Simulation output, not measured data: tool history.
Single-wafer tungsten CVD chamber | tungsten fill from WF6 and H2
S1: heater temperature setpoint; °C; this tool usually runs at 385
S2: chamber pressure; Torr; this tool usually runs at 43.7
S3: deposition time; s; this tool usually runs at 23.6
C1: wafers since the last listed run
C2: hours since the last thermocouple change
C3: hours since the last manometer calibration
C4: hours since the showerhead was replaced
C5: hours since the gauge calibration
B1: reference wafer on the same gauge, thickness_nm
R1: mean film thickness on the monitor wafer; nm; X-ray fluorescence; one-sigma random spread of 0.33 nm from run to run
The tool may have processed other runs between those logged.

| run | hour | S1 | S2 | S3 | C1 | C2 | C3 | C4 | C5 | B1 | R1 |
|---|---|---|---|---|---|---|---|---|---|---|---|
| 1 | 0 | 385 | 43.7 | 26.9 | 0 | 1034.6 | 1745.5 | 6169.2 | 4582 | 57.545 | 71.989 |
|  | 91.6 | gauge calibrated |
| 2 | 104.3 | 385 | 43.7 | 23.6 | 1788 | 1138.9 | 1849.8 | 6273.5 | 12.7 | 59.792 | 65.485 |
| 3 | 192.4 | 385 | 43.7 | 23.6 | 1510 | 1227 | 1937.9 | 6361.6 | 100.8 | 59.736 | 65.224 |
| 4 | 299.4 | 385 | 43.7 | 23.6 | 1835 | 1334 | 2044.9 | 6468.6 | 207.8 | 59.589 | 64.532 |
| 5 | 341 | 374 | 43.7 | 25 | 713 | 1375.6 | 2086.5 | 6510.2 | 249.4 | 59.516 | 53.87 |
| 6 | 405.7 | 385 | 43.7 | 20.8 | 1109 | 1440.3 | 2151.2 | 6574.9 | 314.1 | 59.495 | 57.517 |
| 7 | 471.7 | 385 | 43.7 | 20.8 | 1131 | 1506.3 | 2217.2 | 6640.9 | 380.1 | 59.449 | 57.028 |
| 8 | 753.7 | 385 | 43.7 | 20.8 | 4836 | 1788.3 | 2499.2 | 6922.9 | 662.1 | 59.258 | 57.175 |
|  | 796.6 | capacitance manometer re-zeroed and calibrated |
| 9 | 851.7 | 385 | 43.7 | 23.6 | 1543 | 1886.3 | 55.1 | 7020.9 | 760.1 | 59.042 | 64.251 |
| 10 | 945.6 | 385 | 43.7 | 23.6 | 1610 | 1980.2 | 149 | 7114.8 | 854 | 59.027 | 64.765 |
| 11 | 1038.6 | 376 | 48.2 | 26.7 | 1594 | 2073.2 | 242 | 7207.8 | 947 | 58.963 | 61.044 |
| 12 | 1143.8 | 385 | 43.7 | 23.6 | 1804 | 2178.4 | 347.2 | 7313 | 1052.2 | 58.833 | 64.27 |
| 13 | 1242.5 | 385 | 43.7 | 23.6 | 1692 | 2277.1 | 445.9 | 7411.7 | 1150.9 | 58.797 | 64.128 |
| 14 | 1343.5 | 385 | 43.7 | 23.6 | 1732 | 2378.1 | 546.9 | 7512.7 | 1251.9 | 58.804 | 63.888 |
| 15 | 1388.2 | 385 | 43.7 | 27.4 | 766 | 2422.8 | 591.6 | 7557.4 | 1296.6 | 58.79 | 74.186 |
| 16 | 1427.4 | 398 | 49.9 | 23.6 | 672 | 2462 | 630.8 | 7596.6 | 1335.8 | 58.8 | 89.395 |
| 17 | 1495.8 | 373 | 39.3 | 26.4 | 1173 | 2530.4 | 699.2 | 7665 | 1404.2 | 58.715 | 52.62 |
|  | 1568.5 | thermocouple changed; heater temperature recalibrated |
| 18 | 1600.9 | 394 | 43.7 | 23.6 | 1665 | 32.4 | 804.3 | 7770.1 | 1509.3 | 58.619 | 77.89 |
|  | 1611.4 | showerhead replaced |
| 19 | 1663.8 | 381 | 37.4 | 20.7 | 941 | 95.3 | 867.2 | 52.4 | 1572.2 | 58.512 | 48.204 |
| 20 | 1741.6 | 385 | 43.7 | 23.6 | 1334 | 173.1 | 945 | 130.2 | 1650 | 58.52 | 64.38 |
| 21 | 1801.2 | 385 | 43.7 | 27.7 | 1022 | 232.7 | 1004.6 | 189.8 | 1709.6 | 58.577 | 74.951 |
| 22 | 1884.6 | 385 | 43.7 | 20.7 | 1430 | 316.1 | 1088 | 273.2 | 1793 | 58.547 | 55.876 |
| 23 | 1931.4 | 398 | 43.7 | 23.6 | 802 | 362.9 | 1134.8 | 320 | 1839.8 | 58.402 | 84.593 |
| 24 | 2015.7 | 373 | 43.7 | 21.3 | 1445 | 447.2 | 1219.1 | 404.3 | 1924.1 | 58.48 | 43.316 |
| 25 | 2076.9 | 373 | 39.3 | 26.4 | 1049 | 508.4 | 1280.3 | 465.5 | 1985.3 | 58.472 | 52.433 |
| 26 | 2123.4 | 380 | 34.6 | 21.4 | 797 | 554.9 | 1326.8 | 512 | 2031.8 | 58.404 | 47.262 |
| 27 | 2164.5 | 385 | 47.7 | 23.6 | 704 | 596 | 1367.9 | 553.1 | 2072.9 | 58.369 | 65.775 |
| 28 | 2205.9 | 385 | 43.7 | 20.8 | 709 | 637.4 | 1409.3 | 594.5 | 2114.3 | 58.398 | 56.283 |
| 29 | 2305.2 | 385 | 43.7 | 23.6 | 1702 | 736.7 | 1508.6 | 693.8 | 2213.6 | 58.321 | 64.274 |
| 30 | 2399.3 | 371 | 37.4 | 20.1 | 1613 | 830.8 | 1602.7 | 787.9 | 2307.7 | 58.435 | 36.588 |
| 31 | 2484.4 | 376 | 43.7 | 27 | 1459 | 915.9 | 1687.8 | 873 | 2392.8 | 58.301 | 58.613 |
| 32 | 2658.4 | 381 | 37.3 | 20.9 | 2984 | 1089.9 | 1861.8 | 1047 | 2566.8 | 58.292 | 48.55 |
| 33 | 2718.3 | 373 | 48.1 | 19 | 1027 | 1149.8 | 1921.7 | 1106.9 | 2626.7 | 58.287 | 40.027 |

Some steps in R1 between neighbouring runs. How much of each would the tool show without its hidden state too (settings, what came in, random variation), and how much is left for the hidden state, with any gauge scatter that isn't in both results?
Hidden conditions of the tool in this case: wafer temperature above the value expected at the setpoint (K); true pressure above the setpoint (%); gauge reads high (%).
Run 1 -> 2: S3 26.9 -> 23.6, gauge calibrated. R1 -6.504 nm: hidden state +2.74, all else -9.244.
Run 16 -> 17: S1 398 -> 373, S2 49.9 -> 39.3, S3 23.6 -> 26.4. R1 -36.775 nm: hidden state +0.519, all else -37.294.
Run 18 -> 19: S1 394 -> 381, S2 43.7 -> 37.4, S3 23.6 -> 20.7, showerhead replaced. R1 -29.686 nm: hidden state +0.465, all else -30.151.
Run 23 -> 24: S1 398 -> 373, S3 23.6 -> 21.3. R1 -41.277 nm: hidden state +0.755, all else -42.032.
Run 29 -> 30: S1 385 -> 371, S2 43.7 -> 37.4, S3 23.6 -> 20.1. R1 -27.686 nm: hidden state +0.567, all else -28.253.
